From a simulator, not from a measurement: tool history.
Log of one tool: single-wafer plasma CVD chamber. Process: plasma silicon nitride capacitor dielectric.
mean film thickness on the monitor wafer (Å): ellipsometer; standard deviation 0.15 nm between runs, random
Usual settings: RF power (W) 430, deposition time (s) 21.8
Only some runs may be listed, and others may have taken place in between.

| run | hour | RF power (W) | deposition time (s) | read-back reference wafer on the same gauge, thickness_nm | mean film thickness on the monitor wafer (Å) |
|---|---|---|---|---|---|
| 1 | 0.0 | 430 | 21.8 | 40.074 | 342.11 |
| 2 | 26.9 | 430 | 21.8 | 40.107 | 342.02 |
| 3 | 88.2 | 430 | 21.8 | 40.089 | 339.83 |
| 4 | 120.6 | 430 | 21.8 | 40.069 | 339.42 |
| 5 | 167.5 | 430 | 21.8 | 40.132 | 339.65 |
| 6 | 233.5 | 430 | 21.8 | 40.097 | 339.37 |
| 7 | 257.8 | 430 | 23.7 | 40.119 | 368.59 |
| 8 | 323.2 | 430 | 24.5 | 40.067 | 380.30 |
| 9 | 349.6 | 405 | 21.8 | 40.091 | 335.08 |
| 10 | 412.1 | 405 | 21.8 | 40.080 | 331.70 |
| 11 | 517.1 | 430 | 21.8 | 40.103 | 336.08 |
|  | 541.9 | gauge calibrated |
| 12 | 564.3 | 430 | 25.2 | 40.121 | 392.05 |
|  | 594.0 | RF generator calibrated |
| 13 | 611.6 | 430 | 25.2 | 40.091 | 396.26 |
| 14 | 673.6 | 430 | 21.8 | 40.113 | 342.14 |
| 15 | 730.5 | 515 | 17.5 | 40.062 | 288.11 |
| 16 | 791.7 | 430 | 21.8 | 40.111 | 341.06 |
| 17 | 841.9 | 480 | 21.8 | 40.094 | 352.48 |
| 18 | 890.1 | 490 | 21.8 | 40.108 | 351.70 |
|  | 924.4 | showerhead replaced |
| 19 | 937.3 | 430 | 21.8 | 40.042 | 342.17 |
| 20 | 1003.0 | 515 | 25.2 | 40.126 | 410.18 |
| 21 | 1066.1 | 430 | 21.8 | 40.108 | 339.10 |
| 22 | 1118.1 | 430 | 21.8 | 40.084 | 339.37 |
| 23 | 1152.9 | 475 | 23.9 | 40.086 | 383.13 |
| 24 | 1202.0 | 465 | 23.9 | 40.042 | 382.44 |
| 25 | 1257.1 | 430 | 21.8 | 40.105 | 336.40 |
| 26 | 1286.3 | 485 | 20.6 | 40.108 | 329.76 |
| 27 | 1350.1 | 405 | 18.2 | 40.114 | 278.75 |
| 28 | 1418.6 | 350 | 21.8 | 40.153 | 317.10 |
| 29 | 1467.5 | 375 | 21.8 | 40.096 | 324.27 |

What if the next run were any one of these 5? Each begins from the tool's condition after run 29:
| A | 1467.9 | 430 | 25.3 | ? | ? |
| B | 1467.9 | 505 | 18.4 | ? | ? |
| C | 1467.9 | 385 | 23.8 | ? | ? |
| D | 1467.9 | 515 | 19.2 | ? | ? |
| E | 1467.9 | 460 | 19.4 | ? | ? |

| run | read-back reference wafer on the same gauge, thickness_nm | mean film thickness on the monitor wafer (Å) |
|---|---|---|
| A | 40.098 | 389.50 |
| B | 40.098 | 295.39 |
| C | 40.098 | 356.19 |
| D | 40.098 | 309.83 |
| E | 40.098 | 303.93 |
Take away the tool's hidden state, keep each run's random variation, and the runs would have read:
| run | mean film thickness on the monitor wafer (Å) |
|---|---|
| A | 396.20 |
| B | 300.47 |
| C | 362.32 |
| D | 315.16 |
| E | 309.16 |
